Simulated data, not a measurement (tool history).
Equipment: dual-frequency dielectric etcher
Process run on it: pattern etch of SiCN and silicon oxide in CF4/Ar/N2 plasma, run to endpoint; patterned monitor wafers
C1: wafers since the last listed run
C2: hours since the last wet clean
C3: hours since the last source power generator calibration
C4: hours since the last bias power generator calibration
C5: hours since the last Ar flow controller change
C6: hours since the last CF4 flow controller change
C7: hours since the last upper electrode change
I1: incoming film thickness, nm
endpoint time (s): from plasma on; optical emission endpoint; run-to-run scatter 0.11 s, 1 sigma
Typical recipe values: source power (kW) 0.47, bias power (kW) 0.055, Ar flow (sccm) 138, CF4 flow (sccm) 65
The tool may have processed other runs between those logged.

run 1 hour=0 | source_power_(kW)=0.47 bias_power_(kW)=0.055 Ar_flow_(sccm)=123 CF4_flow_(sccm)=65 | C1=0 C2=428.3 C3=3968.4 C4=2530.8 C5=2844.1 C6=3045.1 C7=5404.3 | I1=10.7 | endpoint_time_(s)=12.9
run 2 hour=13.7 | source_power_(kW)=0.47 bias_power_(kW)=0.055 Ar_flow_(sccm)=123 CF4_flow_(sccm)=65 | C1=276 C2=442 C3=3982.1 C4=2544.5 C5=2857.8 C6=3058.8 C7=5418 | I1=10.75 | endpoint_time_(s)=13.1
-- hour=43.9 wet clean of the chamber
run 3 hour=44.4 | source_power_(kW)=0.47 bias_power_(kW)=0.055 Ar_flow_(sccm)=123 CF4_flow_(sccm)=65 | C1=135 C2=0.5 C3=4012.8 C4=2575.2 C5=2888.5 C6=3089.5 C7=5448.7 | I1=10.8 | endpoint_time_(s)=13.5
run 4 hour=44.8 | source_power_(kW)=0.47 bias_power_(kW)=0.051 Ar_flow_(sccm)=138 CF4_flow_(sccm)=65 | C1=8 C2=0.9 C3=4013.2 C4=2575.6 C5=2888.9 C6=3089.9 C7=5449.1 | I1=10.69 | endpoint_time_(s)=14.3
run 5 hour=46.8 | source_power_(kW)=0.47 bias_power_(kW)=0.051 Ar_flow_(sccm)=138 CF4_flow_(sccm)=65 | C1=40 C2=2.9 C3=4015.2 C4=2577.6 C5=2890.9 C6=3091.9 C7=5451.1 | I1=10.85 | endpoint_time_(s)=14.2
run 6 hour=55.3 | source_power_(kW)=0.47 bias_power_(kW)=0.051 Ar_flow_(sccm)=138 CF4_flow_(sccm)=65 | C1=171 C2=11.4 C3=4023.7 C4=2586.1 C5=2899.4 C6=3100.4 C7=5459.6 | I1=10.88 | endpoint_time_(s)=14.4
run 7 hour=71.8 | source_power_(kW)=0.47 bias_power_(kW)=0.055 Ar_flow_(sccm)=138 CF4_flow_(sccm)=77 | C1=333 C2=27.9 C3=4040.2 C4=2602.6 C5=2915.9 C6=3116.9 C7=5476.1 | I1=10.88 | endpoint_time_(s)=13.5
run 8 hour=81.1 | source_power_(kW)=0.47 bias_power_(kW)=0.055 Ar_flow_(sccm)=138 CF4_flow_(sccm)=72 | C1=187 C2=37.2 C3=4049.5 C4=2611.9 C5=2925.2 C6=3126.2 C7=5485.4 | I1=10.84 | endpoint_time_(s)=13.4
run 9 hour=91.2 | source_power_(kW)=0.47 bias_power_(kW)=0.055 Ar_flow_(sccm)=138 CF4_flow_(sccm)=72 | C1=204 C2=47.3 C3=4059.6 C4=2622 C5=2935.3 C6=3136.3 C7=5495.5 | I1=10.76 | endpoint_time_(s)=13.5
-- hour=103.8 source power generator calibrated
run 10 hour=105 | source_power_(kW)=0.47 bias_power_(kW)=0.055 Ar_flow_(sccm)=138 CF4_flow_(sccm)=72 | C1=197 C2=61.1 C3=1.2 C4=2635.8 C5=2949.1 C6=3150.1 C7=5509.3 | I1=10.94 | endpoint_time_(s)=13.7
run 11 hour=112.2 | source_power_(kW)=0.47 bias_power_(kW)=0.055 Ar_flow_(sccm)=138 CF4_flow_(sccm)=65 | C1=145 C2=68.3 C3=8.4 C4=2643 C5=2956.3 C6=3157.3 C7=5516.5 | I1=10.73 | endpoint_time_(s)=13.5
-- hour=119.4 CF4 flow controller replaced
run 12 hour=119.9 | source_power_(kW)=0.47 bias_power_(kW)=0.055 Ar_flow_(sccm)=138 CF4_flow_(sccm)=72 | C1=34 C2=76 C3=16.1 C4=2650.7 C5=2964 C6=0.5 C7=5524.2 | I1=10.91 | endpoint_time_(s)=13.7
run 13 hour=133.1 | source_power_(kW)=0.47 bias_power_(kW)=0.055 Ar_flow_(sccm)=111 CF4_flow_(sccm)=49 | C1=266 C2=89.2 C3=29.3 C4=2663.9 C5=2977.2 C6=13.7 C7=5537.4 | I1=10.79 | endpoint_time_(s)=13.9
-- hour=145.8 Ar flow controller replaced
run 14 hour=146.3 | source_power_(kW)=0.55 bias_power_(kW)=0.055 Ar_flow_(sccm)=138 CF4_flow_(sccm)=65 | C1=145 C2=102.4 C3=42.5 C4=2677.1 C5=0.5 C6=26.9 C7=5550.6 | I1=10.82 | endpoint_time_(s)=11.9
run 15 hour=155.4 | source_power_(kW)=0.47 bias_power_(kW)=0.051 Ar_flow_(sccm)=119 CF4_flow_(sccm)=65 | C1=183 C2=111.5 C3=51.6 C4=2686.2 C5=9.6 C6=36 C7=5559.7 | I1=10.85 | endpoint_time_(s)=13.9
-- hour=162.8 bias power generator calibrated
run 16 hour=163.6 | source_power_(kW)=0.47 bias_power_(kW)=0.055 Ar_flow_(sccm)=138 CF4_flow_(sccm)=65 | C1=84 C2=119.7 C3=59.8 C4=0.8 C5=17.8 C6=44.2 C7=5567.9 | I1=10.68 | endpoint_time_(s)=13.5
-- hour=192.3 upper electrode replaced, of another model than before
run 17 hour=192.8 | source_power_(kW)=0.47 bias_power_(kW)=0.055 Ar_flow_(sccm)=138 CF4_flow_(sccm)=65 | C1=105 C2=148.9 C3=89 C4=30 C5=47 C6=73.4 C7=0.5 | I1=10.78 | endpoint_time_(s)=13.6
run 18 hour=193.1 | source_power_(kW)=0.47 bias_power_(kW)=0.055 Ar_flow_(sccm)=117 CF4_flow_(sccm)=65 | C1=6 C2=149.2 C3=89.3 C4=30.3 C5=47.3 C6=73.7 C7=0.8 | I1=10.73 | endpoint_time_(s)=13.3
run 19 hour=206.2 | source_power_(kW)=0.47 bias_power_(kW)=0.055 Ar_flow_(sccm)=117 CF4_flow_(sccm)=65 | C1=264 C2=162.3 C3=102.4 C4=43.4 C5=60.4 C6=86.8 C7=13.9 | I1=10.72 | endpoint_time_(s)=13.1
run 20 hour=219 | source_power_(kW)=0.47 bias_power_(kW)=0.055 Ar_flow_(sccm)=151 CF4_flow_(sccm)=65 | C1=258 C2=175.1 C3=115.2 C4=56.2 C5=73.2 C6=99.6 C7=26.7 | I1=10.82 | endpoint_time_(s)=13.7
run 21 hour=228.4 | source_power_(kW)=0.47 bias_power_(kW)=0.055 Ar_flow_(sccm)=108 CF4_flow_(sccm)=76 | C1=189 C2=184.5 C3=124.6 C4=65.6 C5=82.6 C6=109 C7=36.1 | I1=10.78 | endpoint_time_(s)=12.7
run 22 hour=243.6 | source_power_(kW)=0.47 bias_power_(kW)=0.055 Ar_flow_(sccm)=138 CF4_flow_(sccm)=73 | C1=307 C2=199.7 C3=139.8 C4=80.8 C5=97.8 C6=124.2 C7=51.3 | I1=10.88 | endpoint_time_(s)=13.3
run 23 hour=260.5 | source_power_(kW)=0.47 bias_power_(kW)=0.055 Ar_flow_(sccm)=138 CF4_flow_(sccm)=65 | C1=341 C2=216.6 C3=156.7 C4=97.7 C5=114.7 C6=141.1 C7=68.2 | I1=10.92 | endpoint_time_(s)=13.7
run 24 hour=302.2 | source_power_(kW)=0.44 bias_power_(kW)=0.055 Ar_flow_(sccm)=138 CF4_flow_(sccm)=65 | C1=842 C2=258.3 C3=198.4 C4=139.4 C5=156.4 C6=182.8 C7=109.9 | I1=10.8 | endpoint_time_(s)=14
run 25 hour=313.5 | source_power_(kW)=0.47 bias_power_(kW)=0.055 Ar_flow_(sccm)=138 CF4_flow_(sccm)=59 | C1=228 C2=269.6 C3=209.7 C4=150.7 C5=167.7 C6=194.1 C7=121.2 | I1=10.83 | endpoint_time_(s)=13.8

Consider 3 possible next runs. They are alternatives, not a sequence: every one starts from the tool as it was left by run 25. What does each give?
run A hour=313.9 | source_power_(kW)=0.47 bias_power_(kW)=0.067 Ar_flow_(sccm)=138 CF4_flow_(sccm)=65 | C1=8 C2=270 C3=210.1 C4=151.1 C5=168.1 C6=194.5 C7=121.6 | I1=10.83 | endpoint_time_(s)=?
run B hour=313.9 | source_power_(kW)=0.47 bias_power_(kW)=0.061 Ar_flow_(sccm)=150 CF4_flow_(sccm)=65 | C1=8 C2=270 C3=210.1 C4=151.1 C5=168.1 C6=194.5 C7=121.6 | I1=10.83 | endpoint_time_(s)=?
run C hour=313.9 | source_power_(kW)=0.57 bias_power_(kW)=0.042 Ar_flow_(sccm)=138 CF4_flow_(sccm)=65 | C1=8 C2=270 C3=210.1 C4=151.1 C5=168.1 C6=194.5 C7=121.6 | I1=10.83 | endpoint_time_(s)=?

run=A endpoint_time_(s)=12.3
run=B endpoint_time_(s)=13
run=C endpoint_time_(s)=13.5
Without the tool's hidden state the same runs would have given:
run=A endpoint_time_(s)=12.6
run=B endpoint_time_(s)=13.3
run=C endpoint_time_(s)=13.8

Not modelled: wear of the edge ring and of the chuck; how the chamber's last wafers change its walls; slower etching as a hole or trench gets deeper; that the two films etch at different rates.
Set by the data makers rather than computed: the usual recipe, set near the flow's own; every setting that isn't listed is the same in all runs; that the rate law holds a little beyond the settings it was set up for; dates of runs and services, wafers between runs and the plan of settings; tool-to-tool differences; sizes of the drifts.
